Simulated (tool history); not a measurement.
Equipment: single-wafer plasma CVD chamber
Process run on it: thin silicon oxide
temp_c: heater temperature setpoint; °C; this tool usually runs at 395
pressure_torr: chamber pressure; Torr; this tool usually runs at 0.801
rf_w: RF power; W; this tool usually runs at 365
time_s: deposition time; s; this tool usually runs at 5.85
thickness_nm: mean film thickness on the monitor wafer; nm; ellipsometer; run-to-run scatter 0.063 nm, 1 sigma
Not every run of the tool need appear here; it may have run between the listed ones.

| run | hour | temp_c | pressure_torr | rf_w | time_s | wafers since the last listed run | hours since the last thermocouple change | hours since the last RF generator calibration | hours since the last manometer calibration | hours since the showerhead was replaced | hours since the gauge calibration | read-back reference wafer on the same gauge, thickness_nm | thickness_nm |
|---|---|---|---|---|---|---|---|---|---|---|---|---|---|
| 1 | 0 | 395 | 0.801 | 365 | 5.85 | 0 | 1436.1 | 33.3 | 1054 | 23.4 | 227.9 | 9.804 | 11.206 |
|  | 11.6 | thermocouple changed; heater temperature recalibrated |
| 2 | 12.1 | 395 | 0.646 | 365 | 5.85 | 113 | 0.5 | 45.4 | 1066.1 | 35.5 | 240 | 9.79 | 8.924 |
| 3 | 18.1 | 395 | 0.646 | 365 | 5.85 | 166 | 6.5 | 51.4 | 1072.1 | 41.5 | 246 | 9.777 | 8.949 |
| 4 | 35.6 | 395 | 0.646 | 365 | 5.85 | 486 | 24 | 68.9 | 1089.6 | 59 | 263.5 | 9.795 | 8.877 |
| 5 | 43.6 | 395 | 0.801 | 365 | 5.85 | 222 | 32 | 76.9 | 1097.6 | 67 | 271.5 | 9.797 | 11.212 |
|  | 55.3 | capacitance manometer re-zeroed and calibrated |
| 6 | 61.4 | 402 | 0.801 | 385 | 5.85 | 272 | 49.8 | 94.7 | 6.1 | 84.8 | 289.3 | 9.781 | 11.401 |
| 7 | 69.2 | 395 | 0.893 | 335 | 6.47 | 216 | 57.6 | 102.5 | 13.9 | 92.6 | 297.1 | 9.8 | 13.175 |
|  | 73.1 | gauge calibrated |
| 8 | 79.8 | 395 | 0.801 | 365 | 6.19 | 294 | 68.2 | 113.1 | 24.5 | 103.2 | 6.7 | 9.81 | 11.829 |
| 9 | 91.9 | 395 | 0.677 | 330 | 5.85 | 336 | 80.3 | 125.2 | 36.6 | 115.3 | 18.8 | 9.816 | 9.013 |
| 10 | 108.3 | 405 | 0.959 | 365 | 5.85 | 455 | 96.7 | 141.6 | 53 | 131.7 | 35.2 | 9.798 | 13.209 |
| 11 | 124.6 | 395 | 0.801 | 365 | 5.85 | 452 | 113 | 157.9 | 69.3 | 148 | 51.5 | 9.807 | 11.208 |
| 12 | 138.8 | 386 | 0.933 | 420 | 4.69 | 394 | 127.2 | 172.1 | 83.5 | 162.2 | 65.7 | 9.794 | 10.747 |
| 13 | 149.8 | 385 | 0.801 | 365 | 4.91 | 305 | 138.2 | 183.1 | 94.5 | 173.2 | 76.7 | 9.806 | 9.449 |
| 14 | 171.8 | 392 | 0.801 | 385 | 5.85 | 611 | 160.2 | 205.1 | 116.5 | 195.2 | 98.7 | 9.795 | 11.615 |
| 15 | 185.4 | 404 | 0.685 | 405 | 5.4 | 377 | 173.8 | 218.7 | 130.1 | 208.8 | 112.3 | 9.8 | 9.104 |
| 16 | 194.7 | 385 | 0.801 | 365 | 4.91 | 258 | 183.1 | 228 | 139.4 | 218.1 | 121.6 | 9.792 | 9.485 |
| 17 | 204.9 | 386 | 0.801 | 410 | 5.85 | 283 | 193.3 | 238.2 | 149.6 | 228.3 | 131.8 | 9.801 | 11.812 |
| 18 | 222.8 | 382 | 0.801 | 365 | 5.3 | 497 | 211.2 | 256.1 | 167.5 | 246.2 | 149.7 | 9.782 | 10.334 |
| 19 | 232.4 | 395 | 0.911 | 365 | 5.85 | 266 | 220.8 | 265.7 | 177.1 | 255.8 | 159.3 | 9.788 | 12.527 |
| 20 | 245.6 | 395 | 0.801 | 365 | 6.75 | 366 | 234 | 278.9 | 190.3 | 269 | 172.5 | 9.803 | 12.861 |
| 21 | 253.5 | 395 | 0.801 | 365 | 5.85 | 219 | 241.9 | 286.8 | 198.2 | 276.9 | 180.4 | 9.812 | 11.217 |
| 22 | 267.2 | 407 | 0.801 | 405 | 5.85 | 380 | 255.6 | 300.5 | 211.9 | 290.6 | 194.1 | 9.79 | 11.5 |
| 23 | 276.8 | 408 | 0.801 | 415 | 6.35 | 266 | 265.2 | 310.1 | 221.5 | 300.2 | 203.7 | 9.794 | 12.457 |
| 24 | 292.7 | 406 | 0.932 | 420 | 5.85 | 441 | 281.1 | 326 | 237.4 | 316.1 | 219.6 | 9.799 | 13.426 |
| 25 | 310.1 | 395 | 0.801 | 365 | 5.85 | 483 | 298.5 | 343.4 | 254.8 | 333.5 | 237 | 9.78 | 11.166 |
| 26 | 321.6 | 403 | 0.801 | 365 | 5.85 | 319 | 310 | 354.9 | 266.3 | 345 | 248.5 | 9.804 | 11.22 |
| 27 | 328.7 | 395 | 0.801 | 325 | 6.71 | 197 | 317.1 | 362 | 273.4 | 352.1 | 255.6 | 9.805 | 12.339 |
| 28 | 339.1 | 395 | 0.801 | 365 | 5.85 | 288 | 327.5 | 372.4 | 283.8 | 362.5 | 266 | 9.793 | 11.19 |
| 29 | 354.7 | 404 | 0.615 | 340 | 5.1 | 433 | 343.1 | 388 | 299.4 | 378.1 | 281.6 | 9.798 | 7.11 |

Each row is a separate what-if for the run after 29, all from the same tool condition, not one after another. Results?
| A | 355.1 | 395 | 0.801 | 365 | 5.03 | 11 | 343.5 | 388.4 | 299.8 | 378.5 | 282 | ? | ? |
| B | 355.1 | 395 | 0.873 | 365 | 6.73 | 11 | 343.5 | 388.4 | 299.8 | 378.5 | 282 | ? | ? |
| C | 355.1 | 395 | 0.981 | 365 | 4.84 | 11 | 343.5 | 388.4 | 299.8 | 378.5 | 282 | ? | ? |
| D | 355.1 | 383 | 0.972 | 365 | 4.76 | 11 | 343.5 | 388.4 | 299.8 | 378.5 | 282 | ? | ? |

| run | read-back reference wafer on the same gauge, thickness_nm | thickness_nm |
|---|---|---|
| A | 9.798 | 9.661 |
| B | 9.798 | 13.956 |
| C | 9.798 | 11.084 |
| D | 9.798 | 10.932 |
What these runs would have given with no unlogged condition in the tool:
| run | thickness_nm |
|---|---|
| A | 9.661 |
| B | 13.956 |
| C | 11.084 |
| D | 10.932 |
